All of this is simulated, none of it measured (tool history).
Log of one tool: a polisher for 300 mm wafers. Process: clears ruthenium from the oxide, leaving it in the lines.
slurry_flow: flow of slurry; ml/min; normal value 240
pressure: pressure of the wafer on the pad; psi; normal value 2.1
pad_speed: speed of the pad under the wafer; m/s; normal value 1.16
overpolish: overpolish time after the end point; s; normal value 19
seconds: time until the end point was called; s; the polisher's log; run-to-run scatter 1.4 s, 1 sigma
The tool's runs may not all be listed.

run	hour	slurry_flow	pressure	pad_speed	overpolish	wafers since the last listed run	wafers polished on this pad	hours since the slurry nozzle was cleaned	hours since the head pressure was calibrated	incoming thickness of the incoming film, nm	seconds
1	0	240	2.1	1.06	19	0	2511	596.5	238.5	100.5	97.6
2	41.2	240	2.1	1.06	19	441	2953	637.7	279.7	101.6	100.8
3	84.1	265	2.1	1.38	19	460	3413	680.6	322.6	99.9	80.7
# hour 128: worn pad replaced by a new one
# hour 152.9: slurry nozzle cleaned
4	161.5	265	2.1	1.38	19	776	348	8.6	400	99.1	75.9
5	234.9	265	2.1	1.38	19	787	1136	82	473.4	98.6	77.2
6	303.5	240	2.1	1.16	19	735	1872	150.6	542	98.9	88.3
7	406.7	240	2.1	1.16	19	1107	2979	253.8	645.2	100.7	91.1
8	456.3	240	1.6	1.16	19	532	3511	303.4	694.8	100.6	118.8
# hour 535.1: worn pad replaced by a new one
9	535.6	240	2.1	1.16	19	807	5	382.7	774.1	100.8	92.2
10	630.5	305	2.1	1.16	19	1018	1023	477.6	869	100	88
# hour 710.5: head pressure recalibrated
11	738.2	240	2.6	1.3	19	1133	2157	585.3	27.7	99.6	68.8
12	780	240	2.1	1.04	19	448	2605	627.1	69.5	101.1	100.3
13	819.2	185	2.1	1.16	19	420	3026	666.3	108.7	101	102
14	867.5	240	2.1	1.16	19	518	3544	714.6	157	99.3	91.4
# hour 924.6: worn pad replaced by a new one
# hour 933: slurry nozzle cleaned
15	1128.5	170	2.6	0.92	13	2746	2176	195.5	418	98.2	88.6
16	1218.3	265	1.7	1.16	19	963	3140	285.3	507.8	99.4	110.3
# hour 1297.2: worn pad replaced by a new one
17	1315.6	240	2.5	1.16	19	1000	197	382.6	605.1	100.2	77.8
18	1389.6	240	2.1	1.16	19	793	991	456.6	679.1	99.3	90.4
# hour 1476.5: head pressure recalibrated
# hour 1625.1: slurry nozzle cleaned
# hour 1655.6: worn pad replaced by a new one
19	1700	240	2.1	1.52	13	3254	476	74.9	223.5	99.8	74
20	1747.1	165	2.1	0.82	27	505	981	122	270.6	100.6	120.7
21	1792.5	240	2.1	1.52	13	487	1468	167.4	316	98.7	71.1

5 options for the next run, each taken on its own from the tool as it stands now. Forecast them:
A	1793	165	2.1	1.16	19	5	1474	167.9	316.5	101	?
B	1793	240	2.4	1.56	22	5	1474	167.9	316.5	101	?
C	1793	240	1.7	1.04	19	5	1474	167.9	316.5	101	?
D	1793	240	2.1	1.16	28	5	1474	167.9	316.5	101	?
E	1793	215	2.1	1.16	12	5	1474	167.9	316.5	101	?

run	seconds
A	98.3
B	65
C	122.9
D	92.2
E	93.7
Without the tool's unlogged condition, the same runs would have read:
run	seconds
A	96.1
B	64
C	121
D	90.8
E	92.1
